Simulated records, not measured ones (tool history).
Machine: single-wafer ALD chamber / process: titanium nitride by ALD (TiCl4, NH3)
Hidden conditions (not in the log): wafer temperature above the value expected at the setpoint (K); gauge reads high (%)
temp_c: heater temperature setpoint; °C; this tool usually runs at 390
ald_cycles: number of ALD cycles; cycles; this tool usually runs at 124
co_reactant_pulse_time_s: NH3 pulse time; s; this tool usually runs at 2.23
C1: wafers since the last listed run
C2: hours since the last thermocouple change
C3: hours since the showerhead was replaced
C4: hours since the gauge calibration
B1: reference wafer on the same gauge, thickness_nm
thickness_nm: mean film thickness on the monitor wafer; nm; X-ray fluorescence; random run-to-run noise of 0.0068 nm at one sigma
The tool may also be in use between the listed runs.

{"run": 1, "hour": 0.0, "temp_c": 390, "ald_cycles": 124, "co_reactant_pulse_time_s": 2.23, "C1": 0, "C2": 1803.7, "C3": 6598.4, "C4": 473.2, "B1": 2.843, "thickness_nm": 2.67}
{"run": 2, "hour": 69.5, "temp_c": 390, "ald_cycles": 124, "co_reactant_pulse_time_s": 2.23, "C1": 139, "C2": 1873.2, "C3": 6667.9, "C4": 542.7, "B1": 2.838, "thickness_nm": 2.662}
{"run": 3, "hour": 87.6, "temp_c": 390, "ald_cycles": 124, "co_reactant_pulse_time_s": 2.23, "C1": 36, "C2": 1891.3, "C3": 6686, "C4": 560.8, "B1": 2.837, "thickness_nm": 2.67}
{"run": 4, "hour": 109.0, "temp_c": 390, "ald_cycles": 124, "co_reactant_pulse_time_s": 2.23, "C1": 42, "C2": 1912.7, "C3": 6707.4, "C4": 582.2, "B1": 2.837, "thickness_nm": 2.677}
{"run": 5, "hour": 134.1, "temp_c": 390, "ald_cycles": 124, "co_reactant_pulse_time_s": 2.23, "C1": 50, "C2": 1937.8, "C3": 6732.5, "C4": 607.3, "B1": 2.836, "thickness_nm": 2.657}
{"run": 6, "hour": 152.8, "temp_c": 390, "ald_cycles": 124, "co_reactant_pulse_time_s": 2.23, "C1": 37, "C2": 1956.5, "C3": 6751.2, "C4": 626, "B1": 2.837, "thickness_nm": 2.67}
{"run": 7, "hour": 168.6, "temp_c": 390, "ald_cycles": 124, "co_reactant_pulse_time_s": 2.23, "C1": 31, "C2": 1972.3, "C3": 6767, "C4": 641.8, "B1": 2.835, "thickness_nm": 2.66}
{"run": 8, "hour": 192.9, "temp_c": 390, "ald_cycles": 124, "co_reactant_pulse_time_s": 2.23, "C1": 48, "C2": 1996.6, "C3": 6791.3, "C4": 666.1, "B1": 2.834, "thickness_nm": 2.662}
{"run": 9, "hour": 227.1, "temp_c": 390, "ald_cycles": 124, "co_reactant_pulse_time_s": 2.23, "C1": 68, "C2": 2030.8, "C3": 6825.5, "C4": 700.3, "B1": 2.833, "thickness_nm": 2.659}
{"run": 10, "hour": 239.8, "temp_c": 390, "ald_cycles": 124, "co_reactant_pulse_time_s": 2.23, "C1": 25, "C2": 2043.5, "C3": 6838.2, "C4": 713, "B1": 2.833, "thickness_nm": 2.66}
{"run": 11, "hour": 264.0, "temp_c": 390, "ald_cycles": 124, "co_reactant_pulse_time_s": 2.23, "C1": 48, "C2": 2067.7, "C3": 6862.4, "C4": 737.2, "B1": 2.831, "thickness_nm": 2.67}
{"run": 12, "hour": 287.9, "temp_c": 390, "ald_cycles": 124, "co_reactant_pulse_time_s": 2.23, "C1": 47, "C2": 2091.6, "C3": 6886.3, "C4": 761.1, "B1": 2.831, "thickness_nm": 2.673}
{"run": 13, "hour": 319.2, "temp_c": 390, "ald_cycles": 124, "co_reactant_pulse_time_s": 2.23, "C1": 62, "C2": 2122.9, "C3": 6917.6, "C4": 792.4, "B1": 2.831, "thickness_nm": 2.653}
{"run": 14, "hour": 337.7, "temp_c": 390, "ald_cycles": 124, "co_reactant_pulse_time_s": 2.23, "C1": 37, "C2": 2141.4, "C3": 6936.1, "C4": 810.9, "B1": 2.831, "thickness_nm": 2.666}
{"hour": 362.3, "done": "showerhead replaced"}
{"run": 15, "hour": 373.5, "temp_c": 390, "ald_cycles": 124, "co_reactant_pulse_time_s": 2.23, "C1": 55, "C2": 2177.2, "C3": 11.2, "C4": 846.7, "B1": 2.831, "thickness_nm": 2.658}
{"run": 16, "hour": 396.3, "temp_c": 390, "ald_cycles": 124, "co_reactant_pulse_time_s": 2.23, "C1": 45, "C2": 2200, "C3": 34, "C4": 869.5, "B1": 2.831, "thickness_nm": 2.662}
{"run": 17, "hour": 409.4, "temp_c": 390, "ald_cycles": 124, "co_reactant_pulse_time_s": 2.23, "C1": 26, "C2": 2213.1, "C3": 47.1, "C4": 882.6, "B1": 2.829, "thickness_nm": 2.658}
{"run": 18, "hour": 442.7, "temp_c": 390, "ald_cycles": 124, "co_reactant_pulse_time_s": 2.23, "C1": 66, "C2": 2246.4, "C3": 80.4, "C4": 915.9, "B1": 2.828, "thickness_nm": 2.659}
{"run": 19, "hour": 475.4, "temp_c": 380, "ald_cycles": 124, "co_reactant_pulse_time_s": 2.59, "C1": 65, "C2": 2279.1, "C3": 113.1, "C4": 948.6, "B1": 2.829, "thickness_nm": 2.632}
{"run": 20, "hour": 495.2, "temp_c": 390, "ald_cycles": 124, "co_reactant_pulse_time_s": 1.46, "C1": 39, "C2": 2298.9, "C3": 132.9, "C4": 968.4, "B1": 2.828, "thickness_nm": 2.615}
{"run": 21, "hour": 529.6, "temp_c": 397, "ald_cycles": 102, "co_reactant_pulse_time_s": 1.73, "C1": 69, "C2": 2333.3, "C3": 167.3, "C4": 1002.8, "B1": 2.829, "thickness_nm": 2.185}
{"hour": 612.0, "done": "thermocouple changed; heater temperature recalibrated"}
{"run": 22, "hour": 612.5, "temp_c": 383, "ald_cycles": 143, "co_reactant_pulse_time_s": 2.68, "C1": 150, "C2": 0.5, "C3": 250.2, "C4": 1085.7, "B1": 2.827, "thickness_nm": 3.08}
{"hour": 613.2, "done": "gauge calibrated"}
{"run": 23, "hour": 620.8, "temp_c": 390, "ald_cycles": 114, "co_reactant_pulse_time_s": 2.23, "C1": 16, "C2": 8.8, "C3": 258.5, "C4": 7.6, "B1": 2.878, "thickness_nm": 2.495}
{"run": 24, "hour": 643.8, "temp_c": 383, "ald_cycles": 143, "co_reactant_pulse_time_s": 2.68, "C1": 46, "C2": 31.8, "C3": 281.5, "C4": 30.6, "B1": 2.874, "thickness_nm": 3.121}
{"run": 25, "hour": 665.6, "temp_c": 390, "ald_cycles": 114, "co_reactant_pulse_time_s": 1.96, "C1": 43, "C2": 53.6, "C3": 303.3, "C4": 52.4, "B1": 2.868, "thickness_nm": 2.474}
{"run": 26, "hour": 688.4, "temp_c": 403, "ald_cycles": 137, "co_reactant_pulse_time_s": 1.54, "C1": 45, "C2": 76.4, "C3": 326.1, "C4": 75.2, "B1": 2.865, "thickness_nm": 2.968}
{"run": 27, "hour": 721.0, "temp_c": 390, "ald_cycles": 133, "co_reactant_pulse_time_s": 2.23, "C1": 65, "C2": 109, "C3": 358.7, "C4": 107.8, "B1": 2.86, "thickness_nm": 2.89}
{"run": 28, "hour": 733.7, "temp_c": 400, "ald_cycles": 124, "co_reactant_pulse_time_s": 2.23, "C1": 25, "C2": 121.7, "C3": 371.4, "C4": 120.5, "B1": 2.859, "thickness_nm": 2.72}
{"run": 29, "hour": 749.3, "temp_c": 404, "ald_cycles": 131, "co_reactant_pulse_time_s": 1.84, "C1": 31, "C2": 137.3, "C3": 387, "C4": 136.1, "B1": 2.852, "thickness_nm": 2.855}
{"run": 30, "hour": 763.4, "temp_c": 390, "ald_cycles": 100, "co_reactant_pulse_time_s": 2.23, "C1": 28, "C2": 151.4, "C3": 401.1, "C4": 150.2, "B1": 2.853, "thickness_nm": 2.16}
{"run": 31, "hour": 782.0, "temp_c": 385, "ald_cycles": 124, "co_reactant_pulse_time_s": 2.96, "C1": 37, "C2": 170, "C3": 419.7, "C4": 168.8, "B1": 2.85, "thickness_nm": 2.691}
{"run": 32, "hour": 810.5, "temp_c": 390, "ald_cycles": 108, "co_reactant_pulse_time_s": 2.23, "C1": 57, "C2": 198.5, "C3": 448.2, "C4": 197.3, "B1": 2.847, "thickness_nm": 2.326}
{"run": 33, "hour": 831.6, "temp_c": 390, "ald_cycles": 124, "co_reactant_pulse_time_s": 2.23, "C1": 42, "C2": 219.6, "C3": 469.3, "C4": 218.4, "B1": 2.846, "thickness_nm": 2.676}

Branching from run 33: 5 alternative next runs. What would each branch give?
{"run": "A", "hour": 832.3, "temp_c": 381, "ald_cycles": 124, "co_reactant_pulse_time_s": 2.23, "C1": 1, "C2": 220.3, "C3": 470, "C4": 219.1, "B1": "?", "thickness_nm": "?"}
{"run": "B", "hour": 832.3, "temp_c": 403, "ald_cycles": 124, "co_reactant_pulse_time_s": 2.87, "C1": 1, "C2": 220.3, "C3": 470, "C4": 219.1, "B1": "?", "thickness_nm": "?"}
{"run": "C", "hour": 832.3, "temp_c": 400, "ald_cycles": 100, "co_reactant_pulse_time_s": 2.23, "C1": 1, "C2": 220.3, "C3": 470, "C4": 219.1, "B1": "?", "thickness_nm": "?"}
{"run": "D", "hour": 832.3, "temp_c": 395, "ald_cycles": 124, "co_reactant_pulse_time_s": 2.69, "C1": 1, "C2": 220.3, "C3": 470, "C4": 219.1, "B1": "?", "thickness_nm": "?"}
{"run": "E", "hour": 832.3, "temp_c": 401, "ald_cycles": 143, "co_reactant_pulse_time_s": 2.6, "C1": 1, "C2": 220.3, "C3": 470, "C4": 219.1, "B1": "?", "thickness_nm": "?"}

run=A B1=2.844 thickness_nm=2.642
run=B B1=2.844 thickness_nm=2.706
run=C B1=2.844 thickness_nm=2.168
run=D B1=2.844 thickness_nm=2.691
run=E B1=2.844 thickness_nm=3.112
Stripped of hidden state, with their random variation kept, the same runs would have yielded:
run=A thickness_nm=2.684
run=B thickness_nm=2.749
run=C thickness_nm=2.202
run=D thickness_nm=2.734
run=E thickness_nm=3.162

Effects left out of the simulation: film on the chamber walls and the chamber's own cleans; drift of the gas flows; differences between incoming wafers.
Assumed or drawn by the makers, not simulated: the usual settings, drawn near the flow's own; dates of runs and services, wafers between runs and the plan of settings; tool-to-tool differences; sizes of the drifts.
